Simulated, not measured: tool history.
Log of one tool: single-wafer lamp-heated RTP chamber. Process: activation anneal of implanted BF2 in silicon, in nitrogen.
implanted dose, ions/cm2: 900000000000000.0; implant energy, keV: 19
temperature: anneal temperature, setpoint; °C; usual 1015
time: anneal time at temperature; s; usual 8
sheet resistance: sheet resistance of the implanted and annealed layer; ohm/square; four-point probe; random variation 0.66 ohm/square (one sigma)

run   hour  temperature  time  wafers since the last listed run  wafers since the last pyrometer calibration  wafers since the reflector plate was cleaned  hours since the gauge calibration  read-back reference wafer on the same gauge, sheet resistance  sheet resistance
  1      0         1015     8                                 0                                          857                                         11195                              146.7                                                         176.92            208.96
  2   25.2         1015     8                               234                                         1092                                         11429                              171.9                                                         176.66            209.88
  3   37.7         1015     8                               116                                         1208                                         11545                              184.4                                                         176.82            209.37
  4   63.6         1015     8                               240                                         1448                                         11786                              210.3                                                         176.46             208.9
  5     81         1015     8                               161                                         1610                                         11947                              227.7                                                         176.27            208.99
  6    106         1033     6                               232                                         1843                                         12180                              252.7                                                         176.33            195.87
  7  134.7         1033     6                               266                                         2109                                         12447                              281.4                                                         175.96             196.9
  8  148.2         1033     6                               125                                         2235                                         12572                              294.9                                                         175.81            195.34
  9  179.7         1015     6                               292                                         2528                                         12865                              326.4                                                         175.55            214.54
     189.1  -- pyrometer window cleaned and pyrometer calibrated
 10  211.6         1038     5                               222                                          209                                         13087                              358.3                                                         175.41            194.49
 11    231         1024    10                               180                                          389                                         13267                              377.7                                                         174.94            191.69
     257.7  -- gauge calibrated
 12  258.4         1015     8                               254                                          644                                         13522                                0.7                                                         176.96            208.81
       276  -- reflector plate cleaned
 13    352         1035     7                               795                                         1439                                           706                               94.3                                                         176.66            190.44
 14  367.5          993    11                               144                                         1583                                           850                              109.8                                                         176.61            227.28
 15  386.4         1040     5                               175                                         1759                                          1025                              128.7                                                         176.33             194.1
 16  405.8         1038    11                               180                                         1939                                          1206                              148.1                                                         176.37            177.92
 17  420.5         1042     8                               136                                         2076                                          1342                              162.8                                                         176.21            181.53
 18  456.2         1015     8                               331                                         2408                                          1674                              198.5                                                         175.91            207.52

Hidden state or all else? Some run-to-run changes of sheet resistance, split into what the settings, what came in and random variation would give without the hidden state, and what is left for the hidden state (with any gauge scatter that isn't in both results):
The hidden state here: true wafer temperature minus pyrometer reading, K; wafer temperature error from the tarnished reflector plate, K; gauge reads high (%).
Run 11 -> 12: temperature 1024 -> 1015, time 10 -> 8, gauge calibrated. sheet resistance +17.12 ohm/square: hidden state +1.64, all else +15.48.
Run 13 -> 14: temperature 1035 -> 993, time 7 -> 11. sheet resistance +36.84 ohm/square: hidden state -0.18, all else +37.02.
